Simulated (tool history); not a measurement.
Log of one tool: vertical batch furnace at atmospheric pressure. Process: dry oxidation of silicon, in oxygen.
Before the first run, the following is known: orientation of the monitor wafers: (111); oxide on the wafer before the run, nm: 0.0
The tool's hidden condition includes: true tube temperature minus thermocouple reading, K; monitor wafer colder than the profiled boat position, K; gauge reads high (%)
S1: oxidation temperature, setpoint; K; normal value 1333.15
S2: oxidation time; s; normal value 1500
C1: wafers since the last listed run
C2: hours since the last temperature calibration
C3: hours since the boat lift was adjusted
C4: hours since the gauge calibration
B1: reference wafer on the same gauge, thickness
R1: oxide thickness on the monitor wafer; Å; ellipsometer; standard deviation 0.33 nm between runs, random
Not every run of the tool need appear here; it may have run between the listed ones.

run	hour	S1	S2	C1	C2	C3	C4	B1	R1
1	0.0	1333.15	1500	0	4957.0	4582.8	628.8	57.07	631.6
2	189.0	1333.15	1500	4612	5146.0	4771.8	817.8	57.13	632.8
3	217.5	1333.15	1500	695	5174.5	4800.3	846.3	57.17	626.3
4	269.8	1333.15	1500	1276	5226.8	4852.6	898.6	57.18	628.1
5	424.5	1333.15	1500	3775	5381.5	5007.3	1053.3	57.01	626.6
# hour 464.0: gauge calibrated
6	485.3	1333.15	1500	1483	5442.3	5068.1	21.3	57.15	629.9
7	516.3	1344.15	1500	756	5473.3	5099.1	52.3	57.01	680.8
8	562.8	1344.15	1500	1134	5519.8	5145.6	98.8	57.24	683.8
# hour 607.4: boat lift adjusted
9	628.3	1344.15	1500	1012	5585.3	20.9	164.3	57.03	682.3
# hour 671.6: thermocouples replaced and temperature profile calibrated
10	672.1	1333.15	1500	483	0.5	64.7	208.1	57.02	630.6
11	704.9	1354.15	1260	800	33.3	97.5	240.9	57.19	655.2
12	743.9	1333.15	1500	951	72.3	136.5	279.9	57.11	634.9
13	781.6	1333.15	1800	920	110.0	174.2	317.6	57.08	710.9
14	805.7	1340.15	1770	588	134.1	198.3	341.7	57.03	730.4
15	845.0	1344.15	780	959	173.4	237.6	381.0	57.23	446.1
16	879.9	1333.15	1500	851	208.3	272.5	415.9	57.16	635.4
17	936.7	1355.15	1500	1386	265.1	329.3	472.7	57.06	736.0
18	963.8	1333.15	2040	661	292.2	356.4	499.8	57.14	767.4
19	1019.5	1318.15	1200	1359	347.9	412.1	555.5	57.16	496.6
20	1053.3	1357.15	1830	824	381.7	445.9	589.3	57.00	841.3
21	1130.9	1333.15	1500	1893	459.3	523.5	666.9	57.11	633.7

Below are 3 alternative next runs, each starting from the tool's condition after run 21. Predict each:
A	1134.6	1333.15	1500	90	463.0	527.2	670.6	?	?
B	1134.6	1333.15	1830	90	463.0	527.2	670.6	?	?
C	1134.6	1317.15	960	90	463.0	527.2	670.6	?	?

run	B1	R1
A	57.10	638.8
B	57.10	726.1
C	57.10	433.1
The same runs, with their run-to-run variation unchanged, on a tool lacking any hidden condition would have given:
run	R1
A	638.8
B	726.1
C	433.1

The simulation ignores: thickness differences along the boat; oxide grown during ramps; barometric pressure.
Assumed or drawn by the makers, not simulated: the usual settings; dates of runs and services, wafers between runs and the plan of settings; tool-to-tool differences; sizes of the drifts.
